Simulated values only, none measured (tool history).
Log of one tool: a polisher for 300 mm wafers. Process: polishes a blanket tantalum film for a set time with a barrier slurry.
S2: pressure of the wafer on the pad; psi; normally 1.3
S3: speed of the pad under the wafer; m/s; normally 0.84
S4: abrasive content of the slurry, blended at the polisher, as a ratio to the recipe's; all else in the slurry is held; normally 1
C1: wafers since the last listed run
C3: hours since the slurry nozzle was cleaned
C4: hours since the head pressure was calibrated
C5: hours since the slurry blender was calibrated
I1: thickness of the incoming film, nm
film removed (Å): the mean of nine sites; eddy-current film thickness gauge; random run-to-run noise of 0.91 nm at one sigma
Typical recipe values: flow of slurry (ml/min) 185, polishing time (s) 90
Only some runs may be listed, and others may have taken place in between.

Run 1, day 0: usual settings; C1 0; wafers polished on this pad 2259; C3 129.1; C4 224.5; C5 58.6; I1 325.6. Result: film removed (Å) 820.
Run 2, day 3.15: usual settings; C1 883; wafers polished on this pad 3143; C3 204.7; C4 300.1; C5 134.2; I1 327.5. Result: film removed (Å) 808.
Run 3, day 5.908: usual settings; C1 773; wafers polished on this pad 3916; C3 270.9; C4 366.3; C5 200.4; I1 326.8. Result: film removed (Å) 785.
Run 4, day 7.85: usual settings; C1 544; wafers polished on this pad 4460; C3 317.5; C4 412.9; C5 247; I1 331.4. Result: film removed (Å) 789.
At day 8.638: worn pad replaced by a new one.
Run 5, day 9.8: usual settings; C1 500; wafers polished on this pad 325; C3 364.3; C4 459.7; C5 293.8; I1 333.8. Result: film removed (Å) 777.
Run 6, day 14.167: usual settings; C1 1224; wafers polished on this pad 1549; C3 469.1; C4 564.5; C5 398.6; I1 327.4. Result: film removed (Å) 785.
At day 15.788: slurry blender recalibrated.
Run 7, day 18.571: usual settings; C1 1211; wafers polished on this pad 2761; C3 574.8; C4 670.2; C5 66.8; I1 325.7. Result: film removed (Å) 696.
At day 18.708: slurry nozzle cleaned.
Run 8, day 21.067: usual settings but S4 1.05; C1 688; wafers polished on this pad 3449; C3 56.6; C4 730.1; C5 126.7; I1 328.8. Result: film removed (Å) 691.
At day 22.946: worn pad replaced by a new one.
Run 9, day 24.004: usual settings but S4 1.05; C1 776; wafers polished on this pad 296; C3 127.1; C4 800.6; C5 197.2; I1 327.7. Result: film removed (Å) 664.
Run 10, day 25.596: usual settings but S4 1.05; C1 446; wafers polished on this pad 743; C3 165.3; C4 838.8; C5 235.4; I1 332.6. Result: film removed (Å) 684.
Run 11, day 29.254: usual settings but S4 1.05, polishing time (s) 107; C1 1025; wafers polished on this pad 1768; C3 253.1; C4 926.6; C5 323.2; I1 331.8. Result: film removed (Å) 795.
Run 12, day 31.6: usual settings; C1 657; wafers polished on this pad 2426; C3 309.4; C4 982.9; C5 379.5; I1 332.1. Result: film removed (Å) 651.
At day 34.404: slurry blender recalibrated, repeated, since the last time left the tool worse.
Run 13, day 34.738: usual settings; C1 856; wafers polished on this pad 3283; C3 384.7; C4 1058.2; C5 8; I1 333.9. Result: film removed (Å) 836.
Run 14, day 36.583: usual settings but polishing time (s) 79; C1 517; wafers polished on this pad 3800; C3 429; C4 1102.5; C5 52.3; I1 330.8. Result: film removed (Å) 706.
Run 15, day 38.592: usual settings but flow of slurry (ml/min) 240, S2 0.8 psi, S4 1.3, polishing time (s) 64; C1 563; wafers polished on this pad 4363; C3 477.2; C4 1150.7; C5 100.5; I1 328.3. Result: film removed (Å) 395.
At day 39.379: worn pad replaced by a new one.
Run 16, day 42.846: usual settings but S2 1.8 psi, polishing time (s) 108; C1 1146; wafers polished on this pad 972; C3 579.3; C4 1252.8; C5 202.6; I1 333. Result: film removed (Å) 1294.
At day 43.779: slurry nozzle cleaned.
At day 44.367: head pressure recalibrated.
Run 17, day 47.162: usual settings but flow of slurry (ml/min) 135, S3 0.54 m/s, polishing time (s) 100; C1 1175; wafers polished on this pad 2147; C3 81.2; C4 67.1; C5 306.2; I1 331.4. Result: film removed (Å) 550.
At day 50.321: slurry blender recalibrated.
Run 18, day 50.588: usual settings but polishing time (s) 68; C1 936; wafers polished on this pad 3084; C3 163.4; C4 149.3; C5 6.4; I1 329.7. Result: film removed (Å) 621.
Run 19, day 54.021: usual settings but flow of slurry (ml/min) 145, S2 1.5 psi, S3 0.68 m/s, S4 0.8; C1 962; wafers polished on this pad 4047; C3 245.8; C4 231.7; C5 88.8; I1 334.2. Result: film removed (Å) 663.
At day 54.425: worn pad replaced by a new one.
Run 20, day 57.942: usual settings; C1 1052; wafers polished on this pad 986; C3 339.9; C4 325.8; C5 182.9; I1 332.6. Result: film removed (Å) 806.
Run 21, day 62.408: usual settings; C1 1252; wafers polished on this pad 2239; C3 447.1; C4 433; C5 290.1; I1 331.3. Result: film removed (Å) 782.
Run 22, day 64.95: usual settings but polishing time (s) 117; C1 712; wafers polished on this pad 2951; C3 508.1; C4 494; C5 351.1; I1 332.7. Result: film removed (Å) 1012.
At day 66.154: slurry blender recalibrated.
At day 68.838: worn pad replaced by a new one.
Run 23, day 68.858: usual settings but S2 1.6 psi, polishing time (s) 105; C1 1025; wafers polished on this pad 5; C3 601.9; C4 587.8; C5 64.9; I1 329.8. Result: film removed (Å) 1158.
Run 24, day 72.025: usual settings but polishing time (s) 114; C1 887; wafers polished on this pad 893; C3 677.9; C4 663.8; C5 140.9; I1 328.6. Result: film removed (Å) 1004.
At day 72.212: slurry nozzle cleaned.
Run 25, day 76.392: usual settings but S3 1.04 m/s, polishing time (s) 100; C1 1212; wafers polished on this pad 2105; C3 100.3; C4 768.6; C5 245.7; I1 328.2. Result: film removed (Å) 1054.
Run 26, day 79.267: usual settings but S4 0.75; C1 806; wafers polished on this pad 2912; C3 169.3; C4 837.6; C5 314.7; I1 332. Result: film removed (Å) 703.
At day 82.183: slurry blender recalibrated.
Run 27, day 83.354: usual settings; C1 1122; wafers polished on this pad 4034; C3 267.4; C4 935.7; C5 28.1; I1 324.1. Result: film removed (Å) 830.

What if the next run were any one of these 5? Each begins from the tool's condition after run 27:
Run A, day 83.371: usual settings; C1 4; wafers polished on this pad 4039; C3 267.8; C4 936.1; C5 28.5; I1 328.7. Result: film removed (Å) ?.
Run B, day 83.371: usual settings but flow of slurry (ml/min) 120, S2 1.5 psi, S3 1.06 m/s; C1 4; wafers polished on this pad 4039; C3 267.8; C4 936.1; C5 28.5; I1 328.7. Result: film removed (Å) ?.
Run C, day 83.371: usual settings but S2 1.7 psi, S3 1.02 m/s, S4 1.1, polishing time (s) 63; C1 4; wafers polished on this pad 4039; C3 267.8; C4 936.1; C5 28.5; I1 328.7. Result: film removed (Å) ?.
Run D, day 83.371: usual settings but flow of slurry (ml/min) 230, polishing time (s) 62; C1 4; wafers polished on this pad 4039; C3 267.8; C4 936.1; C5 28.5; I1 328.7. Result: film removed (Å) ?.
Run E, day 83.371: usual settings but flow of slurry (ml/min) 150, S4 0.9, polishing time (s) 70; C1 4; wafers polished on this pad 4039; C3 267.8; C4 936.1; C5 28.5; I1 328.7. Result: film removed (Å) ?.

run  film removed (Å)
  A               802
  B              1101
  C               918
  D               566
  E               586
With no hidden state in the tool, these same runs would have given:
run  film removed (Å)
  A               817
  B              1122
  C               934
  D               576
  E               597

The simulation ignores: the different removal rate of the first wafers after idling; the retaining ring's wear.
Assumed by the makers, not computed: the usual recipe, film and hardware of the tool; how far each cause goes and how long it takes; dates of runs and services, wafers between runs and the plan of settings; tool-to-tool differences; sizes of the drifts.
